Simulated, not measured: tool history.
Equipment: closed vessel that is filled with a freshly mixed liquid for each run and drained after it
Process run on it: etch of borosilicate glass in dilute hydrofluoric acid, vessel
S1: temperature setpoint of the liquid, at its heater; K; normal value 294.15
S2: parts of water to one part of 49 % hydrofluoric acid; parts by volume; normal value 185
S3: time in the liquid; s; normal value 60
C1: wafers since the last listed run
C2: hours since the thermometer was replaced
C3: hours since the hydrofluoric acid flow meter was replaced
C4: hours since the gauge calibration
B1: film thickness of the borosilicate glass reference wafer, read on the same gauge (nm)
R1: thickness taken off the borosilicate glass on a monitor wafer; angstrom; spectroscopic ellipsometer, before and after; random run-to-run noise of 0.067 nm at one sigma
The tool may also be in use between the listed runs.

run    hour      S1   S2  S3    C1      C2      C3      C4     B1     R1
  1       0  294.15  185  60     0   827.8    2007   772.3  29.99     83
  2    66.2  294.15  185  60  4410     894  2073.2   838.5  30.03   83.7
  3    99.3  294.15  125  60  2205   927.1  2106.3   871.6     30  132.6
  4   132.8  294.15  125  60  2231   960.6  2139.8   905.1  29.99  131.9
  5   182.7  294.15  125  60  3324  1010.5  2189.7     955  30.02    132
  6   232.7  294.15  185  60  3331  1060.5  2239.7    1005  30.01   84.3
  7   300.9  294.15  185  60  4543  1128.7  2307.9  1073.2  30.01   83.6
      308.4  -- hydrofluoric acid flow meter replaced
  8   335.2  294.15  185  60  2218    1163    26.8  1107.5  29.99   83.9
  9   379.1  294.15  185  60  2924  1206.9    70.7  1151.4  30.01   84.1
 10   407.4  294.15  185  60  1885  1235.2      99  1179.7  29.97   84.5
      409.1  -- gauge calibrated
 11   468.9  294.15  185  60  4097  1296.7   160.5    59.8     30   85.6
 12   493.7  295.65  160  90  1652  1321.5   185.3    84.6     30  159.1
 13   544.8  290.65  245  95  3404  1372.6   236.4   135.7  29.96   84.7
 14   616.5  294.15  185  60  4777  1444.3   308.1   207.4  29.98   85.1
      645.1  -- thermometer replaced
 15   684.5  299.15  185  60  4463    39.4   376.1   275.4     30   96.3
 16   726.8  294.15  185  60  2818    81.7   418.4   317.7  30.02   78.8
 17   776.9  291.15  250  80  3337   131.8   468.5   367.8     30   66.8
 18     817  290.15  120  80  2671   171.9   508.6   407.9  30.02  152.9
 19   849.6  292.15  235  30  2171   204.5   541.2   440.5  30.01   28.2
 20   887.3  294.15  185  60  2511   242.2   578.9   478.2  30.03   81.6
 21   927.2  294.15  185  60  2658   282.1   618.8   518.1  30.01   79.8
 22   951.8  294.15  185  60  1638   306.7   643.4   542.7     30   79.8
 23   982.7  294.15  185  50  2058   337.6   674.3   573.6  29.98   68.2
 24  1031.4  294.15  185  60  3244   386.3     723   622.3  29.99   81.8
 25  1097.6  291.65  235  60  4410   452.5   789.2   688.5  29.99   56.1
 26  1128.4  294.15  185  60  2052   483.3     820   719.3     30     82
 27  1166.4  290.65  270  90  2531   521.3     858   757.3  30.01     67
 28    1217  295.65  240  60  3371   571.9   908.6   807.9  30.03   64.2
 29  1263.6  294.15  185  75  3104   618.5   955.2   854.5  30.01  102.4
 30  1299.1  294.15  210  60  2365     654   990.7     890  30.02   70.4
 31    1335  292.65  100  90  2391   689.9  1026.6   925.9  30.02  235.8
 32  1402.5  294.15  245  90  4497   757.4  1094.1   993.4  29.99   88.4
 33  1453.4  298.65  145  30  3391   808.3    1145  1044.3  30.03   65.5

A few steps of R1 between consecutive runs. Split each: what settings, incoming material and random variation would produce without the hidden state, and what is left over for the hidden state, along with gauge scatter present in only one of the two compared results (measured, and without hidden state):
Unlogged tool condition in this case: liquid hotter than its thermometer reads (K); hydrofluoric acid flow below the setpoint (%); gauge reads high (%).
Run 14 -> 15: S1 294.15 -> 299.15, thermometer replaced. R1 +11.2 angstrom: hidden state -6, all else +17.2.
Run 18 -> 19: S1 290.15 -> 292.15, S2 120 -> 235, S3 80 -> 30. R1 -124.7 angstrom: hidden state -1.9, all else -122.8.
Run 30 -> 31: S1 294.15 -> 292.65, S2 210 -> 100, S3 60 -> 90. R1 +165.4 angstrom: hidden state +8.1, all else +157.3.
Run 31 -> 32: S1 292.65 -> 294.15, S2 100 -> 245. R1 -147.4 angstrom: hidden state -7, all else -140.4.
